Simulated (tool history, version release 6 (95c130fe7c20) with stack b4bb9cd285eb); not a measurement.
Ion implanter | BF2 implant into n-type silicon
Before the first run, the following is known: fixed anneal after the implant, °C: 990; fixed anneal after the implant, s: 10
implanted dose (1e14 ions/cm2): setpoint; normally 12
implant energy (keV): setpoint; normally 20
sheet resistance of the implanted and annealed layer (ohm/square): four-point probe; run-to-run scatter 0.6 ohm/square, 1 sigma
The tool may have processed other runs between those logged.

run,day,implanted dose (1e14 ions/cm2),implant energy (keV),wafers since the last listed run,hours since the last dose calibration,hours since the extraction supply was calibrated,hours since the gauge calibration,"read-back reference wafer on the same gauge, sheet resistance",sheet resistance of the implanted and annealed layer (ohm/square)
1,0,12,20,0,1721,3701.1,453.9,223.88,190.68
2,0.762,12,20,372,1739.3,3719.4,472.2,223.76,191.59
3,2.212,9.68,20,708,1774.1,3754.2,507,224.06,198.49
4,3.55,9.68,20,653,1806.2,3786.3,539.1,224.39,198.23
5,4.762,9.68,20,592,1835.3,3815.4,568.2,224.14,197.7
6,6.246,12,20,724,1870.9,3851,603.8,223.49,192.02
7,7.217,12,20,474,1894.2,3874.3,627.1,224.05,192.28
8,8.238,12,20,498,1918.7,3898.8,651.6,223.73,191.12
9,9.129,12,20,435,1940.1,3920.2,673,223.89,191.07
10,12.325,14.79,25.5,1560,2016.8,3996.9,749.7,224.21,161.48
# day 13.975: Faraday cup replaced and dose calibrated
11,13.996,12,20,653,0.5,4037,789.8,224,191.83
12,14.971,12,20,476,23.9,4060.4,813.2,224.12,191.15
13,16.171,10.37,20,585,52.7,4089.2,842,224.09,195.38
14,17.208,10.37,20,506,77.6,4114.1,866.9,223.85,195.11
# day 17.592: gauge calibrated
15,18.671,10.37,20,714,112.7,4149.2,25.9,224.13,195.83
16,19.983,14.3,20,640,144.2,4180.7,57.4,223.72,187.12
17,20.662,14.83,25.5,331,160.5,4197,73.7,223.92,161.6
18,21.754,10.07,13.5,533,186.7,4223.2,99.9,223.96,240.2
19,23.204,12,20,708,221.5,4258,134.7,224.08,192
# day 23.588: extraction supply calibrated
20,23.717,12.97,25.5,87,233.8,3.1,147,224.13,165.43

Run 21 comes next. What will it give?
21,24.588,14.86,15,425,254.7,24,167.9,?,?

For run 21 the tool returned read-back reference wafer on the same gauge, sheet resistance 223.96, sheet resistance of the implanted and annealed layer (ohm/square) 216.63.
Without the tool's hidden state the same run would have given sheet resistance of the implanted and annealed layer (ohm/square) 216.63.
